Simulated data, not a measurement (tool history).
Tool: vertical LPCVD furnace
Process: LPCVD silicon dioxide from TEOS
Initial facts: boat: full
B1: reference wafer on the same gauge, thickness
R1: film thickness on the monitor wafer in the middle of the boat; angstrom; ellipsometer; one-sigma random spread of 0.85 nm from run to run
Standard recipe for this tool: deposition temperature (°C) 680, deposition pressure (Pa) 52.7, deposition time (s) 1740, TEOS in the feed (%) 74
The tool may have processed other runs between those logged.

run 1 day=0 | deposition_temperature_(°C)=680 deposition_pressure_(Pa)=52.7 deposition_time_(s)=1740 TEOS_in_the_feed_(%)=74 | B1=170.96 | R1=1668.7
run 2 day=0.346 | deposition_temperature_(°C)=680 deposition_pressure_(Pa)=52.7 deposition_time_(s)=1740 TEOS_in_the_feed_(%)=74 | B1=171.18 | R1=1676.6
run 3 day=1.379 | deposition_temperature_(°C)=680 deposition_pressure_(Pa)=52.7 deposition_time_(s)=1740 TEOS_in_the_feed_(%)=74 | B1=170.91 | R1=1663.9
run 4 day=2.492 | deposition_temperature_(°C)=680 deposition_pressure_(Pa)=52.7 deposition_time_(s)=1740 TEOS_in_the_feed_(%)=74 | B1=171.03 | R1=1672.4
run 5 day=3.238 | deposition_temperature_(°C)=680 deposition_pressure_(Pa)=52.7 deposition_time_(s)=1740 TEOS_in_the_feed_(%)=74 | B1=171.08 | R1=1676.7
run 6 day=4.271 | deposition_temperature_(°C)=680 deposition_pressure_(Pa)=52.7 deposition_time_(s)=1740 TEOS_in_the_feed_(%)=74 | B1=171.2 | R1=1689.1
run 7 day=5.721 | deposition_temperature_(°C)=680 deposition_pressure_(Pa)=52.7 deposition_time_(s)=1230 TEOS_in_the_feed_(%)=74 | B1=171.23 | R1=1204.6
run 8 day=9.65 | deposition_temperature_(°C)=680 deposition_pressure_(Pa)=52.7 deposition_time_(s)=1740 TEOS_in_the_feed_(%)=68 | B1=170.81 | R1=1637.3
-- day=10.704 TEOS flow controller replaced
run 9 day=10.725 | deposition_temperature_(°C)=680 deposition_pressure_(Pa)=65.3 deposition_time_(s)=1740 TEOS_in_the_feed_(%)=74 | B1=170.85 | R1=1893.4
run 10 day=10.883 | deposition_temperature_(°C)=680 deposition_pressure_(Pa)=52.7 deposition_time_(s)=1740 TEOS_in_the_feed_(%)=74 | B1=171.24 | R1=1707.7
run 11 day=12.196 | deposition_temperature_(°C)=683 deposition_pressure_(Pa)=48.7 deposition_time_(s)=1740 TEOS_in_the_feed_(%)=74 | B1=170.93 | R1=1757.2
run 12 day=13.371 | deposition_temperature_(°C)=680 deposition_pressure_(Pa)=52.7 deposition_time_(s)=1740 TEOS_in_the_feed_(%)=74 | B1=171.02 | R1=1707.5
-- day=14.779 pressure gauge zeroed
run 13 day=14.8 | deposition_temperature_(°C)=680 deposition_pressure_(Pa)=52.7 deposition_time_(s)=1740 TEOS_in_the_feed_(%)=68 | B1=170.94 | R1=1635.7
run 14 day=15.158 | deposition_temperature_(°C)=680 deposition_pressure_(Pa)=62 deposition_time_(s)=1740 TEOS_in_the_feed_(%)=74 | B1=170.75 | R1=1861.4
run 15 day=15.812 | deposition_temperature_(°C)=677 deposition_pressure_(Pa)=52.7 deposition_time_(s)=1740 TEOS_in_the_feed_(%)=74 | B1=170.82 | R1=1593.1
run 16 day=17.029 | deposition_temperature_(°C)=680 deposition_pressure_(Pa)=52.7 deposition_time_(s)=1740 TEOS_in_the_feed_(%)=74 | B1=170.91 | R1=1715.3
run 17 day=18.108 | deposition_temperature_(°C)=674 deposition_pressure_(Pa)=52.7 deposition_time_(s)=1500 TEOS_in_the_feed_(%)=74 | B1=171.49 | R1=1280
run 18 day=18.879 | deposition_temperature_(°C)=680 deposition_pressure_(Pa)=52.7 deposition_time_(s)=1740 TEOS_in_the_feed_(%)=68 | B1=170.77 | R1=1654.2
run 19 day=20.254 | deposition_temperature_(°C)=680 deposition_pressure_(Pa)=52.7 deposition_time_(s)=1740 TEOS_in_the_feed_(%)=74 | B1=171.15 | R1=1738
run 20 day=21.471 | deposition_temperature_(°C)=680 deposition_pressure_(Pa)=52.7 deposition_time_(s)=1740 TEOS_in_the_feed_(%)=74 | B1=171.22 | R1=1721.4
run 21 day=22.921 | deposition_temperature_(°C)=672 deposition_pressure_(Pa)=52.7 deposition_time_(s)=1530 TEOS_in_the_feed_(%)=69 | B1=171.02 | R1=1206
run 22 day=24.4 | deposition_temperature_(°C)=691 deposition_pressure_(Pa)=58 deposition_time_(s)=1740 TEOS_in_the_feed_(%)=68 | B1=171.23 | R1=2275.1
run 23 day=25.308 | deposition_temperature_(°C)=680 deposition_pressure_(Pa)=52.7 deposition_time_(s)=1740 TEOS_in_the_feed_(%)=74 | B1=171.2 | R1=1739.2
run 24 day=26.358 | deposition_temperature_(°C)=680 deposition_pressure_(Pa)=45.3 deposition_time_(s)=1740 TEOS_in_the_feed_(%)=74 | B1=171 | R1=1614
run 25 day=27.408 | deposition_temperature_(°C)=680 deposition_pressure_(Pa)=52.7 deposition_time_(s)=1740 TEOS_in_the_feed_(%)=87 | B1=170.84 | R1=1875.3
run 26 day=28.862 | deposition_temperature_(°C)=680 deposition_pressure_(Pa)=52.7 deposition_time_(s)=1740 TEOS_in_the_feed_(%)=74 | B1=171.14 | R1=1766.1
-- day=29.467 gauge calibrated
run 27 day=29.871 | deposition_temperature_(°C)=671 deposition_pressure_(Pa)=58.7 deposition_time_(s)=1980 TEOS_in_the_feed_(%)=74 | B1=170.83 | R1=1690.4
run 28 day=30.462 | deposition_temperature_(°C)=690 deposition_pressure_(Pa)=44 deposition_time_(s)=1740 TEOS_in_the_feed_(%)=83 | B1=171.06 | R1=2161.8
run 29 day=31.233 | deposition_temperature_(°C)=680 deposition_pressure_(Pa)=52.7 deposition_time_(s)=1740 TEOS_in_the_feed_(%)=74 | B1=171.01 | R1=1747.6
run 30 day=32.517 | deposition_temperature_(°C)=680 deposition_pressure_(Pa)=61.3 deposition_time_(s)=2160 TEOS_in_the_feed_(%)=87 | B1=171.19 | R1=2575.8
run 31 day=33.658 | deposition_temperature_(°C)=680 deposition_pressure_(Pa)=52.7 deposition_time_(s)=2340 TEOS_in_the_feed_(%)=80 | B1=170.81 | R1=2443.8

Alternative continuations, all from the tool just after run 31; predict every row:
run A day=33.821 | deposition_temperature_(°C)=680 deposition_pressure_(Pa)=60 deposition_time_(s)=1740 TEOS_in_the_feed_(%)=74 | B1=? | R1=?
run B day=33.821 | deposition_temperature_(°C)=680 deposition_pressure_(Pa)=52.7 deposition_time_(s)=1140 TEOS_in_the_feed_(%)=65 | B1=? | R1=?
run C day=33.821 | deposition_temperature_(°C)=685 deposition_pressure_(Pa)=52.7 deposition_time_(s)=1950 TEOS_in_the_feed_(%)=74 | B1=? | R1=?
run D day=33.821 | deposition_temperature_(°C)=669 deposition_pressure_(Pa)=61.3 deposition_time_(s)=1740 TEOS_in_the_feed_(%)=74 | B1=? | R1=?

run=A B1=171.02 R1=1871.2
run=B B1=171.02 R1=1076.5
run=C B1=171.02 R1=2215.1
run=D B1=171.02 R1=1446.6
Without the tool's hidden state the same runs would have given:
run=A R1=1750.6
run=B R1=1007.1
run=C R1=2073.8
run=D R1=1351.2
